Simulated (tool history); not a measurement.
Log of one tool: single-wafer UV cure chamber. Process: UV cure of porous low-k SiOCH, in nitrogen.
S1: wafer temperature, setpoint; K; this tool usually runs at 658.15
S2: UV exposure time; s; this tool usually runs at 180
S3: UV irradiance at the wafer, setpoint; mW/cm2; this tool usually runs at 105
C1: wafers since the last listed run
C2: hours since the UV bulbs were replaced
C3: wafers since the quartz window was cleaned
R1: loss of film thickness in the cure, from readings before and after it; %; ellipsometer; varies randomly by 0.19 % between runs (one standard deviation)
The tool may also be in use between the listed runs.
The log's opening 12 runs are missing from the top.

| run | day | S1 | S2 | S3 | C1 | C2 | C3 | R1 |
|---|---|---|---|---|---|---|---|---|
| 13 | 29.008 | 667.15 | 180 | 128 | 312 | 890.3 | 2612 | 13.274 |
| 14 | 30.979 | 667.15 | 180 | 128 | 317 | 937.6 | 2929 | 13.497 |
| 15 | 32.325 | 658.15 | 180 | 105 | 216 | 969.9 | 3146 | 12.319 |
| 16 | 35.154 | 658.15 | 180 | 105 | 455 | 1037.8 | 3601 | 12.122 |
| 17 | 37.704 | 651.15 | 180 | 105 | 410 | 1099 | 4012 | 12.389 |
|  | 38.479 | quartz window cleaned |
| 18 | 38.758 | 658.15 | 180 | 105 | 116 | 1124.3 | 44 | 11.518 |
| 19 | 40.029 | 658.15 | 180 | 105 | 204 | 1154.8 | 249 | 11.511 |
| 20 | 42.079 | 639.15 | 180 | 105 | 329 | 1204 | 579 | 11.426 |
| 21 | 43.458 | 674.15 | 210 | 125 | 221 | 1237.1 | 801 | 13.291 |
| 22 | 45.142 | 677.15 | 180 | 139 | 270 | 1277.5 | 1072 | 13.028 |
| 23 | 47.104 | 658.15 | 180 | 105 | 315 | 1324.6 | 1388 | 11.034 |

Run 24 is up next; what results do you expect?
| 24 | 48.112 | 642.15 | 180 | 105 | 162 | 1348.8 | 1550 | ? |

R1: 10.756 %
Had the tool carried no hidden state, the very same run would have given R1 12.231 %.

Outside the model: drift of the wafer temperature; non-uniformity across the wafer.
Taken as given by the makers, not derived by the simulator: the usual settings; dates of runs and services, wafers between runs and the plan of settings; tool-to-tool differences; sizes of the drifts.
